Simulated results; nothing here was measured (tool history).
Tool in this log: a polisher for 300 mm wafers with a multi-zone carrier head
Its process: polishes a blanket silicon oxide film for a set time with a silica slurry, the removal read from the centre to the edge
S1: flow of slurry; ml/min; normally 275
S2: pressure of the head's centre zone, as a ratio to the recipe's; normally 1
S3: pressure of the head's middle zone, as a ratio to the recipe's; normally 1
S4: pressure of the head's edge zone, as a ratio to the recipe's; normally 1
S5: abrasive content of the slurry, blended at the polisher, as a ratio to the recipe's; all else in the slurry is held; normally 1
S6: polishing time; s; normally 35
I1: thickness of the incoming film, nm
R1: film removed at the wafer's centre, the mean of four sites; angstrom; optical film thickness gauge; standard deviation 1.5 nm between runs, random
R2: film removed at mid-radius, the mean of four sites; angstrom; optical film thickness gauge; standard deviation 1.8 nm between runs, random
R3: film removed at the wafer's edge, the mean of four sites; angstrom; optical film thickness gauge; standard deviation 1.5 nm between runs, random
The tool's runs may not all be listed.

| run | day | S1 | S2 | S3 | S4 | S5 | S6 | I1 | R1 | R2 | R3 |
|---|---|---|---|---|---|---|---|---|---|---|---|
| 1 | 0 | 330 | 1.11 | 1 | 1 | 1.2 | 35 | 1811.3 | 1544 | 1386 | 1409 |
| 2 | 1.367 | 275 | 1 | 1 | 0.89 | 0.7 | 35 | 1798.5 | 914 | 914 | 903 |
| 3 | 3.171 | 230 | 1 | 1.03 | 1 | 0.75 | 45 | 1812.9 | 1186 | 1272 | 1270 |
| 4 | 6.104 | 275 | 1 | 1 | 1 | 0.8 | 35 | 1832.6 | 1002 | 989 | 1030 |
| 5 | 7.758 | 275 | 1 | 1 | 1 | 1 | 35 | 1774.3 | 1146 | 1179 | 1224 |
| 6 | 10.4 | 275 | 1 | 1 | 1 | 1 | 35 | 1777 | 1115 | 1123 | 1163 |
|  | 10.617 | slurry nozzle cleaned |
|  | 13.017 | worn pad replaced by a new one |
| 7 | 13.304 | 275 | 1 | 1 | 1 | 1 | 35 | 1814.6 | 1216 | 1254 | 1273 |
|  | 14.383 | edge zone pressure recalibrated |
| 8 | 14.892 | 275 | 1 | 0.91 | 1 | 1 | 35 | 1799.3 | 1233 | 1177 | 1310 |
| 9 | 16.283 | 275 | 1 | 1 | 1 | 1.3 | 35 | 1799.7 | 1440 | 1385 | 1468 |
| 10 | 17.446 | 250 | 1 | 1.1 | 1 | 1 | 47 | 1789.3 | 1633 | 1728 | 1660 |

For run 11, what comes out?
|  | 19.333 | carrier head's membrane replaced by a new one |
|  | 19.738 | centre zone pressure recalibrated |
| 11 | 21.075 | 275 | 1.12 | 1.06 | 1 | 1 | 35 | 1793.5 | ? | ? | ? |

{"run 11": {"R1": 1363, "R2": 1254, "R3": 1222}}
With the hidden condition absent and the run-to-run variation left alone, this run would have shown R1 1459 angstrom, R2 1336 angstrom, R3 1291 angstrom.
